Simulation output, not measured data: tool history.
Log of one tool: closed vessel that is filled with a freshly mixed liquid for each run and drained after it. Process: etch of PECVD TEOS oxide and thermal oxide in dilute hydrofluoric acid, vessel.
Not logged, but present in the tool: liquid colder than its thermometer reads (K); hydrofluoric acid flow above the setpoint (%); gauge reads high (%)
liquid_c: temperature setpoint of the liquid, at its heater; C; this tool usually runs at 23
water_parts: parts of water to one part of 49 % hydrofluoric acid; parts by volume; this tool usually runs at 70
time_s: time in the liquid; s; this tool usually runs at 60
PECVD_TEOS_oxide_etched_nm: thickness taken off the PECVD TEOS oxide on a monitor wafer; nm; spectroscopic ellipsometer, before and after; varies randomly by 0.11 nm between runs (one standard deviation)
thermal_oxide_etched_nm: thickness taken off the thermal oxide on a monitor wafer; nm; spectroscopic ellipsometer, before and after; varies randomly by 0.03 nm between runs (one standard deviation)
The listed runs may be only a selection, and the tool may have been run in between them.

run,hour,liquid_c,water_parts,time_s,wafers since the last listed run,hours since the thermometer was replaced,hours since the hydrofluoric acid flow meter was replaced,hours since the gauge calibration,"read-back film thickness of the PECVD TEOS oxide reference wafer, read on the same gauge (nm)","read-back film thickness of the thermal oxide reference wafer, read on the same gauge (nm)",PECVD_TEOS_oxide_etched_nm,thermal_oxide_etched_nm
1,0,20.5,50,60,0,54.8,448.1,1974.3,120.03,60,24.93,4.995
2,48.3,21,70,50,4084,103.1,496.4,2022.6,120.03,60.034,14.73,2.873
3,111.5,21,70,50,5344,166.3,559.6,2085.8,120.02,59.966,14.59,2.899
4,169.6,21,70,50,4912,224.4,617.7,2143.9,119.98,60.054,14.61,2.905
# hour 204.8: gauge calibrated
5,243.8,26,70,70,6274,298.6,691.9,39,119.99,60.005,24.79,4.886
6,315.9,26,70,70,6096,370.7,764,111.1,120.02,60.002,24.7,4.913
7,403.7,26,70,70,7424,458.5,851.8,198.9,120.01,59.996,24.54,4.878
# hour 445.6: hydrofluoric acid flow meter replaced
8,469.2,20.5,60,60,5454,524,23.6,264.4,120.01,60.004,19.54,3.918
9,561.8,23,80,90,7830,616.6,116.2,357,120.01,59.966,23.45,4.681
10,628.4,25.5,95,35,5631,683.2,182.8,423.6,120.02,59.985,8.36,1.66
# hour 667.3: thermometer replaced
11,732,23,70,60,8675,64.7,286.4,527.2,120.01,59.992,19.26,3.854
12,785,23,85,90,4481,117.7,339.4,580.2,120,60.014,23.54,4.668
13,831.1,23,70,40,3898,163.8,385.5,626.3,120,59.989,12.74,2.507
14,876.3,21.5,70,45,3822,209,430.7,671.5,119.98,60.021,13.34,2.636
15,979.1,23,70,60,8692,311.8,533.5,774.3,119.97,59.971,18.75,3.729
16,1021,23,70,30,3543,353.7,575.4,816.2,119.98,59.984,9.32,1.871
17,1118.1,23,70,60,8210,450.8,672.5,913.3,120.01,59.99,18.63,3.656
18,1183.8,23,85,60,5555,516.5,738.2,979,120,60.005,15.05,2.991
19,1280.6,25,80,75,8185,613.3,835,1075.8,120.02,60.018,21.47,4.227
# hour 1314.4: thermometer replaced
# hour 1317.3: hydrofluoric acid flow meter replaced
20,1394.7,23,35,75,9479,80.3,77.4,1189.9,119.99,59.996,49.9,9.875
21,1440.1,23,70,60,3839,125.7,122.8,1235.3,120,59.983,18.95,3.787
22,1512.7,28,35,35,6139,198.3,195.4,1307.9,120,59.989,28.38,5.631
23,1608.5,25,50,90,8100,294.1,291.2,1403.7,120,60.012,43.5,8.695
24,1711.6,23,70,60,8718,397.2,394.3,1506.8,119.99,60.016,18.38,3.704
25,1777.8,26.5,40,60,5597,463.4,460.5,1573,120.02,60.044,38.8,7.535
26,1830.9,19,40,60,4490,516.5,513.6,1626.1,120.01,59.989,27.86,5.539

Run by run, hidden condition taken away, random variation retained:
run,PECVD_TEOS_oxide_etched_nm,thermal_oxide_etched_nm
1,25.16,5.041
2,14.94,2.913
3,14.89,2.959
4,14.99,2.982
5,25.62,5.049
6,25.7,5.112
7,25.76,5.121
8,20.7,4.152
9,25.03,4.997
10,8.96,1.779
11,19.44,3.889
12,23.88,4.735
13,12.99,2.556
14,13.66,2.7
15,19.4,3.858
16,9.68,1.943
17,19.55,3.836
18,15.89,3.157
19,22.86,4.502
20,50.98,10.089
21,19.45,3.886
22,29.31,5.816
23,45.39,9.074
24,19.38,3.905
25,41.19,7.999
26,29.85,5.934

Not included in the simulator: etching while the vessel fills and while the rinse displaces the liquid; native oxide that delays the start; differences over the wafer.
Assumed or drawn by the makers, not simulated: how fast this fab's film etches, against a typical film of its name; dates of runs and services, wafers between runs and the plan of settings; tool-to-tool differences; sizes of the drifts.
